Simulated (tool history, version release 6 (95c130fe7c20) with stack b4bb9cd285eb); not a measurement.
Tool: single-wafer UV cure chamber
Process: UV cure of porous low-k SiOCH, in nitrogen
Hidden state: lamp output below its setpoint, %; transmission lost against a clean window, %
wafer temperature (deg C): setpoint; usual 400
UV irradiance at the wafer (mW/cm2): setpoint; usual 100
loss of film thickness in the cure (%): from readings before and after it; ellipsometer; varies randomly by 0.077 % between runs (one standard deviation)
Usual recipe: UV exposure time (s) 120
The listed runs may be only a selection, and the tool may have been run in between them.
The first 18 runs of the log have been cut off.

run,day,wafer temperature (deg C),UV exposure time (s),UV irradiance at the wafer (mW/cm2),wafers since the last listed run,hours since the UV bulbs were replaced,wafers since the quartz window was cleaned,loss of film thickness in the cure (%)
19,47.954,394,55,100,315,1340.8,2352,5.180
20,49.142,408,95,100,214,1369.3,2566,7.427
# day 50.062: UV bulbs replaced
21,50.342,400,120,100,156,6.7,2723,8.263
22,52.717,390,75,100,429,63.7,3153,6.115
23,54.217,400,155,126,271,99.7,3425,10.224
24,57.004,387,160,86,504,166.6,3929,8.347
# day 57.533: quartz window cleaned
25,59.654,400,120,100,419,230.2,383,8.466
26,61.638,415,175,133,358,277.8,742,11.331
27,62.812,400,120,100,212,306.0,955,8.174
28,65.196,385,90,132,431,363.2,1387,7.901
29,69.354,395,120,79,752,463.0,2139,7.318
30,71.888,381,70,65,458,523.8,2598,4.272
31,74.546,400,120,76,481,587.6,3079,7.010
32,77.096,388,95,119,461,648.8,3540,7.762

What will run 33 give?
33,78.525,394,155,73,258,683.1,3799,?

loss of film thickness in the cure (%): 7.833
Take away the tool's hidden state, keep the run-to-run variation as it was, and the same run would have given loss of film thickness in the cure (%) 8.295.
